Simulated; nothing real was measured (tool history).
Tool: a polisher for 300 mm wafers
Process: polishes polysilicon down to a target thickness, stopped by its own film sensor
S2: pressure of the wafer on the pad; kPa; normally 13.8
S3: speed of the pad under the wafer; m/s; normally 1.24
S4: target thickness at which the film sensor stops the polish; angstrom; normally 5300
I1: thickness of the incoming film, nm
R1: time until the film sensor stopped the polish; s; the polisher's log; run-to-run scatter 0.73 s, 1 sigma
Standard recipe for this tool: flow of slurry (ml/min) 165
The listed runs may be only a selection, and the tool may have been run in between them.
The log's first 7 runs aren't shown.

run 8 hour=689.3 | flow_of_slurry_(ml/min)=185 S2=13.8 S3=1.24 S4=5300 | I1=838.4 | R1=47.3
run 9 hour=741.3 | flow_of_slurry_(ml/min)=185 S2=13.8 S3=1.24 S4=5300 | I1=837.4 | R1=48.3
-- hour=833.5 worn pad replaced by a new one
run 10 hour=834.6 | flow_of_slurry_(ml/min)=185 S2=13.8 S3=1.24 S4=5300 | I1=823.4 | R1=45
-- hour=882.8 slurry nozzle cleaned
-- hour=899.4 head pressure recalibrated
run 11 hour=901.2 | flow_of_slurry_(ml/min)=165 S2=15.9 S3=1.24 S4=5300 | I1=816.9 | R1=35.3
run 12 hour=1002.5 | flow_of_slurry_(ml/min)=165 S2=15.9 S3=1.24 S4=5300 | I1=835.8 | R1=39
run 13 hour=1099.1 | flow_of_slurry_(ml/min)=165 S2=13.8 S3=1.24 S4=5300 | I1=830.1 | R1=43.3
run 14 hour=1174 | flow_of_slurry_(ml/min)=165 S2=13.8 S3=1.24 S4=5300 | I1=840.2 | R1=45.6
run 15 hour=1281.5 | flow_of_slurry_(ml/min)=165 S2=13.8 S3=1.24 S4=5300 | I1=825.4 | R1=44.1
run 16 hour=1317.9 | flow_of_slurry_(ml/min)=195 S2=13.8 S3=1.24 S4=5300 | I1=825.9 | R1=42.4
-- hour=1411.1 worn pad replaced by a new one
-- hour=1427.3 slurry nozzle cleaned
run 17 hour=1497.6 | flow_of_slurry_(ml/min)=120 S2=13.8 S3=1.24 S4=5300 | I1=837.3 | R1=49.2
run 18 hour=1575.4 | flow_of_slurry_(ml/min)=145 S2=18.6 S3=1.46 S4=5300 | I1=834.4 | R1=31.2
run 19 hour=1627.6 | flow_of_slurry_(ml/min)=210 S2=13.8 S3=1.24 S4=4280 | I1=829.3 | R1=58.2
run 20 hour=1733.3 | flow_of_slurry_(ml/min)=185 S2=9.7 S3=0.96 S4=4700 | I1=832.6 | R1=100.6
run 21 hour=1810.5 | flow_of_slurry_(ml/min)=165 S2=13.8 S3=1.24 S4=5300 | I1=823.2 | R1=46
run 22 hour=1872.1 | flow_of_slurry_(ml/min)=165 S2=13.8 S3=1.24 S4=5850 | I1=831.6 | R1=38.5
-- hour=1932.9 worn pad replaced by a new one
run 23 hour=1951.6 | flow_of_slurry_(ml/min)=165 S2=13.8 S3=1.24 S4=5300 | I1=830.8 | R1=47.2
-- hour=1992.1 head pressure recalibrated
run 24 hour=2057.8 | flow_of_slurry_(ml/min)=165 S2=13.8 S3=1.24 S4=5300 | I1=827.6 | R1=42.1
-- hour=2088.9 slurry nozzle cleaned
run 25 hour=2141.5 | flow_of_slurry_(ml/min)=165 S2=13.8 S3=1.24 S4=5880 | I1=819.3 | R1=32.9

Predict the results of run 26:
run 26 hour=2209.8 | flow_of_slurry_(ml/min)=215 S2=13.8 S3=1.24 S4=5300 | I1=824 | R1=?

Run 26 gave R1 42.2 s.
Had the tool carried no hidden state, the very same run would have given R1 40.9 s.
